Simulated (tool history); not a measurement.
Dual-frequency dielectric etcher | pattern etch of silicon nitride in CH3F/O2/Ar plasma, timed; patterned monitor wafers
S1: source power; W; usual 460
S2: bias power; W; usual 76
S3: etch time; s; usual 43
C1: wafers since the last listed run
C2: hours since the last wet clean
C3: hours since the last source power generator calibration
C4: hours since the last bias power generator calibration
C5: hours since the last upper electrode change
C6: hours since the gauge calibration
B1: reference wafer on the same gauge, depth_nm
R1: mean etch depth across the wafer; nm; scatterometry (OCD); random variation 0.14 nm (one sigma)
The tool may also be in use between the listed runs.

| run | hour | S1 | S2 | S3 | C1 | C2 | C3 | C4 | C5 | C6 | B1 | R1 |
|---|---|---|---|---|---|---|---|---|---|---|---|---|
| 1 | 0 | 460 | 76 | 43 | 0 | 286.5 | 4504.9 | 3118.1 | 6013.7 | 224 | 28.21 | 31.89 |
| 2 | 32.5 | 460 | 76 | 43 | 412 | 319 | 4537.4 | 3150.6 | 6046.2 | 256.5 | 28.2 | 32.11 |
| 3 | 48.5 | 460 | 76 | 43 | 202 | 335 | 4553.4 | 3166.6 | 6062.2 | 272.5 | 28.19 | 32.02 |
| 4 | 70.5 | 460 | 90 | 37 | 278 | 357 | 4575.4 | 3188.6 | 6084.2 | 294.5 | 28.19 | 29.81 |
| 5 | 95.3 | 460 | 90 | 37 | 314 | 381.8 | 4600.2 | 3213.4 | 6109 | 319.3 | 28.22 | 30.11 |
| 6 | 119.7 | 460 | 63 | 43 | 309 | 406.2 | 4624.6 | 3237.8 | 6133.4 | 343.7 | 28.22 | 29.62 |
| 7 | 143.3 | 460 | 63 | 43 | 299 | 429.8 | 4648.2 | 3261.4 | 6157 | 367.3 | 28.19 | 29.76 |
|  | 193.8 | wet clean of the chamber |
| 8 | 194.3 | 460 | 90 | 43 | 342 | 0.5 | 4699.2 | 3312.4 | 6208 | 418.3 | 28.2 | 33.91 |
| 9 | 203.4 | 460 | 90 | 43 | 115 | 9.6 | 4708.3 | 3321.5 | 6217.1 | 427.4 | 28.2 | 34.23 |
| 10 | 227.5 | 460 | 90 | 43 | 305 | 33.7 | 4732.4 | 3345.6 | 6241.2 | 451.5 | 28.16 | 34.17 |
| 11 | 240.6 | 460 | 76 | 43 | 166 | 46.8 | 4745.5 | 3358.7 | 6254.3 | 464.6 | 28.2 | 31.74 |
|  | 247.8 | source power generator calibrated |
| 12 | 256.1 | 460 | 76 | 43 | 145 | 62.3 | 8.3 | 3374.2 | 6269.8 | 480.1 | 28.2 | 31.8 |
| 13 | 279.2 | 460 | 76 | 43 | 292 | 85.4 | 31.4 | 3397.3 | 6292.9 | 503.2 | 28.18 | 31.85 |
| 14 | 297.8 | 460 | 84 | 36.5 | 235 | 104 | 50 | 3415.9 | 6311.5 | 521.8 | 28.22 | 28.4 |
|  | 326 | bias power generator calibrated |
| 15 | 326.5 | 460 | 76 | 43 | 313 | 132.7 | 78.7 | 0.5 | 6340.2 | 550.5 | 28.19 | 32.02 |
| 16 | 352.5 | 430 | 71 | 47.5 | 329 | 158.7 | 104.7 | 26.5 | 6366.2 | 576.5 | 28.18 | 33.53 |
| 17 | 376.9 | 380 | 76 | 43 | 309 | 183.1 | 129.1 | 50.9 | 6390.6 | 600.9 | 28.17 | 30.53 |
| 18 | 394.5 | 420 | 91 | 43 | 223 | 200.7 | 146.7 | 68.5 | 6408.2 | 618.5 | 28.21 | 34.06 |
|  | 428.1 | gauge calibrated |
|  | 434.4 | upper electrode replaced, of another model than before |
| 19 | 434.9 | 460 | 65 | 35 | 207 | 241.1 | 187.1 | 108.9 | 0.5 | 6.8 | 28.2 | 22.92 |
| 20 | 435.2 | 460 | 76 | 43 | 3 | 241.4 | 187.4 | 109.2 | 0.8 | 7.1 | 28.22 | 32.26 |
| 21 | 447.4 | 460 | 76 | 43 | 154 | 253.6 | 199.6 | 121.4 | 13 | 19.3 | 28.19 | 32.34 |
| 22 | 471.8 | 400 | 76 | 43 | 309 | 278 | 224 | 145.8 | 37.4 | 43.7 | 28.2 | 30.69 |
| 23 | 484.6 | 460 | 76 | 43 | 162 | 290.8 | 236.8 | 158.6 | 50.2 | 56.5 | 28.19 | 32.12 |
| 24 | 517.3 | 510 | 88 | 39.5 | 414 | 323.5 | 269.5 | 191.3 | 82.9 | 89.2 | 28.17 | 34.03 |
| 25 | 547 | 350 | 65 | 43 | 376 | 353.2 | 299.2 | 221 | 112.6 | 118.9 | 28.2 | 26.15 |
| 26 | 582.5 | 460 | 76 | 43 | 450 | 388.7 | 334.7 | 256.5 | 148.1 | 154.4 | 28.21 | 32.55 |

What the log doesn't show, run by run:
source power that arrives over what is set, %: 0 in every run
bias power that arrives over what is set, %: 0 in every run
gauge reads high (%): 0 in every run
H1: etch rate over this chamber's usual, %
| run | H1 |
|---|---|
| 1 | 1.74 |
| 2 | 1.98 |
| 3 | 2.1 |
| 4 | 2.26 |
| 5 | 2.44 |
| 6 | 2.62 |
| 7 | 2.79 |
| 8 | -0.0974 |
| 9 | -0.0307 |
| 10 | 0.146 |
| 11 | 0.242 |
| 12 | 0.355 |
| 13 | 0.525 |
| 14 | 0.661 |
| 15 | 0.871 |
| 16 | 1.06 |
| 17 | 1.24 |
| 18 | 1.37 |
| 19 | 1.67 |
| 20 | 1.67 |
| 21 | 1.76 |
| 22 | 1.94 |
| 23 | 2.03 |
| 24 | 2.27 |
| 25 | 2.49 |
| 26 | 2.75 |

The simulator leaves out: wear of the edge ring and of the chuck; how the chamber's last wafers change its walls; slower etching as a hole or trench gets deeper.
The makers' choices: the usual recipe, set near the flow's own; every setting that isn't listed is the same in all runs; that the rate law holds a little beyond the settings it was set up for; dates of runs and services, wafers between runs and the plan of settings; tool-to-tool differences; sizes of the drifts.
